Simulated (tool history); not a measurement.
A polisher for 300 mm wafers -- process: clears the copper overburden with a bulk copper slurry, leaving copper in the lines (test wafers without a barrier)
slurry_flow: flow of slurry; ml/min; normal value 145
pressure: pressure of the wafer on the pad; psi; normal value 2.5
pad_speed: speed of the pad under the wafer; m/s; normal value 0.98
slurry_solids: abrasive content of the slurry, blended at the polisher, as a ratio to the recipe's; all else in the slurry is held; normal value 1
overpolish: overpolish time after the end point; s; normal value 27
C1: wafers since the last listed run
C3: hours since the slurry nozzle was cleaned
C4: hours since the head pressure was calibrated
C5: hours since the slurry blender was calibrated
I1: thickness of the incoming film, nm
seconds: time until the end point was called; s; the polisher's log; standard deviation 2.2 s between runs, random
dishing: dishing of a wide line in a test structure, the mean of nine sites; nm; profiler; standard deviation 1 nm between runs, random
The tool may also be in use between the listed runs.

{"run": 1, "hour": 0.0, "slurry_flow": 145, "pressure": 1.8, "pad_speed": 0.98, "slurry_solids": 1, "overpolish": 27, "C1": 0, "wafers polished on this pad": 209, "C3": 33.1, "C4": 272.6, "C5": 40.2, "I1": 889.9, "seconds": 179, "dishing": 66}
{"run": 2, "hour": 38.9, "slurry_flow": 145, "pressure": 1.8, "pad_speed": 0.98, "slurry_solids": 1, "overpolish": 27, "C1": 286, "wafers polished on this pad": 496, "C3": 72, "C4": 311.5, "C5": 79.1, "I1": 872.3, "seconds": 175.6, "dishing": 66.5}
{"hour": 59.2, "done": "head pressure recalibrated"}
{"run": 3, "hour": 104.8, "slurry_flow": 145, "pressure": 2.5, "pad_speed": 0.98, "slurry_solids": 1, "overpolish": 27, "C1": 471, "wafers polished on this pad": 967, "C3": 137.9, "C4": 45.6, "C5": 145, "I1": 873.6, "seconds": 136.8, "dishing": 79.9}
{"run": 4, "hour": 134.8, "slurry_flow": 145, "pressure": 2.5, "pad_speed": 0.98, "slurry_solids": 1, "overpolish": 27, "C1": 221, "wafers polished on this pad": 1188, "C3": 167.9, "C4": 75.6, "C5": 175, "I1": 876.7, "seconds": 135.4, "dishing": 80.1}
{"hour": 159.8, "done": "slurry blender recalibrated"}
{"hour": 168.2, "done": "worn pad replaced by a new one"}
{"run": 5, "hour": 204.3, "slurry_flow": 145, "pressure": 2.5, "pad_speed": 1.18, "slurry_solids": 1, "overpolish": 27, "C1": 468, "wafers polished on this pad": 266, "C3": 237.4, "C4": 145.1, "C5": 44.5, "I1": 886.6, "seconds": 116.3, "dishing": 87}
{"run": 6, "hour": 246.4, "slurry_flow": 145, "pressure": 2.5, "pad_speed": 0.98, "slurry_solids": 1, "overpolish": 27, "C1": 310, "wafers polished on this pad": 576, "C3": 279.5, "C4": 187.2, "C5": 86.6, "I1": 868.1, "seconds": 127.6, "dishing": 79.9}
{"hour": 346.4, "done": "worn pad replaced by a new one"}
{"hour": 357.9, "done": "slurry blender recalibrated"}
{"run": 7, "hour": 385.7, "slurry_flow": 145, "pressure": 2.5, "pad_speed": 0.98, "slurry_solids": 1, "overpolish": 27, "C1": 982, "wafers polished on this pad": 274, "C3": 418.8, "C4": 326.5, "C5": 27.8, "I1": 888.5, "seconds": 131.9, "dishing": 81.2}
{"hour": 388.2, "done": "head pressure recalibrated"}
{"run": 8, "hour": 434.3, "slurry_flow": 145, "pressure": 2.5, "pad_speed": 0.98, "slurry_solids": 1, "overpolish": 27, "C1": 343, "wafers polished on this pad": 618, "C3": 467.4, "C4": 46.1, "C5": 76.4, "I1": 876.9, "seconds": 134.8, "dishing": 80.2}
{"run": 9, "hour": 500.9, "slurry_flow": 100, "pressure": 2.5, "pad_speed": 0.88, "slurry_solids": 0.9, "overpolish": 21, "C1": 491, "wafers polished on this pad": 1109, "C3": 534, "C4": 112.7, "C5": 143, "I1": 871, "seconds": 175.3, "dishing": 59}
{"hour": 541.1, "done": "worn pad replaced by a new one"}
{"hour": 577.7, "done": "slurry blender recalibrated"}
{"hour": 625.7, "done": "slurry nozzle cleaned"}
{"run": 10, "hour": 696.7, "slurry_flow": 120, "pressure": 2.5, "pad_speed": 0.8, "slurry_solids": 1, "overpolish": 27, "C1": 1392, "wafers polished on this pad": 1125, "C3": 71, "C4": 308.5, "C5": 119, "I1": 879.8, "seconds": 160, "dishing": 73.8}
{"hour": 706.3, "done": "head pressure recalibrated"}
{"run": 11, "hour": 758.9, "slurry_flow": 145, "pressure": 2.5, "pad_speed": 0.98, "slurry_solids": 1, "overpolish": 27, "C1": 443, "wafers polished on this pad": 1569, "C3": 133.2, "C4": 52.6, "C5": 181.2, "I1": 884.8, "seconds": 141.4, "dishing": 78.7}
{"hour": 771.7, "done": "worn pad replaced by a new one"}
{"hour": 778.2, "done": "slurry blender recalibrated"}
{"run": 12, "hour": 794.3, "slurry_flow": 185, "pressure": 2.5, "pad_speed": 0.98, "slurry_solids": 1.15, "overpolish": 33, "C1": 216, "wafers polished on this pad": 152, "C3": 168.6, "C4": 88, "C5": 16.1, "I1": 883.2, "seconds": 118.6, "dishing": 89.5}
{"run": 13, "hour": 859.1, "slurry_flow": 145, "pressure": 2.1, "pad_speed": 1.16, "slurry_solids": 1, "overpolish": 27, "C1": 477, "wafers polished on this pad": 630, "C3": 233.4, "C4": 152.8, "C5": 80.9, "I1": 876.6, "seconds": 144.6, "dishing": 75.8}
{"run": 14, "hour": 918.5, "slurry_flow": 145, "pressure": 2.5, "pad_speed": 0.88, "slurry_solids": 1, "overpolish": 27, "C1": 438, "wafers polished on this pad": 1068, "C3": 292.8, "C4": 212.2, "C5": 140.3, "I1": 881.2, "seconds": 148.7, "dishing": 78}
{"hour": 952.9, "done": "slurry blender recalibrated"}
{"run": 15, "hour": 956.2, "slurry_flow": 145, "pressure": 2.5, "pad_speed": 0.98, "slurry_solids": 1, "overpolish": 27, "C1": 263, "wafers polished on this pad": 1331, "C3": 330.5, "C4": 249.9, "C5": 3.3, "I1": 870.7, "seconds": 139.7, "dishing": 78.6}
{"hour": 993.6, "done": "worn pad replaced by a new one"}
{"hour": 1007.9, "done": "head pressure recalibrated"}
{"run": 16, "hour": 1008.4, "slurry_flow": 110, "pressure": 2.5, "pad_speed": 0.98, "slurry_solids": 1, "overpolish": 23, "C1": 340, "wafers polished on this pad": 94, "C3": 382.7, "C4": 0.5, "C5": 55.5, "I1": 897.4, "seconds": 143.8, "dishing": 73.4}

4 ways to go on from here, each from the tool as it stands after run 16. What would each give?
{"run": "A", "hour": 1008.9, "slurry_flow": 145, "pressure": 2.9, "pad_speed": 0.98, "slurry_solids": 1, "overpolish": 27, "C1": 3, "wafers polished on this pad": 98, "C3": 383.2, "C4": 1, "C5": 56, "I1": 894.3, "seconds": "?", "dishing": "?"}
{"run": "B", "hour": 1008.9, "slurry_flow": 145, "pressure": 2.5, "pad_speed": 1.2, "slurry_solids": 1, "overpolish": 27, "C1": 3, "wafers polished on this pad": 98, "C3": 383.2, "C4": 1, "C5": 56, "I1": 894.3, "seconds": "?", "dishing": "?"}
{"run": "C", "hour": 1008.9, "slurry_flow": 170, "pressure": 1.8, "pad_speed": 0.98, "slurry_solids": 1.3, "overpolish": 18, "C1": 3, "wafers polished on this pad": 98, "C3": 383.2, "C4": 1, "C5": 56, "I1": 894.3, "seconds": "?", "dishing": "?"}
{"run": "D", "hour": 1008.9, "slurry_flow": 175, "pressure": 2.5, "pad_speed": 1.12, "slurry_solids": 1, "overpolish": 27, "C1": 3, "wafers polished on this pad": 98, "C3": 383.2, "C4": 1, "C5": 56, "I1": 894.3, "seconds": "?", "dishing": "?"}

run=A seconds=116.5 dishing=89.8
run=B seconds=119.1 dishing=87.3
run=C seconds=170.7 dishing=56.8
run=D seconds=119.5 dishing=87.2
Had the tool no hidden state, the same runs would have come out as:
run=A seconds=107.6 dishing=92.5
run=B seconds=110 dishing=89.8
run=C seconds=158.8 dishing=59.4
run=D seconds=111.2 dishing=89.5
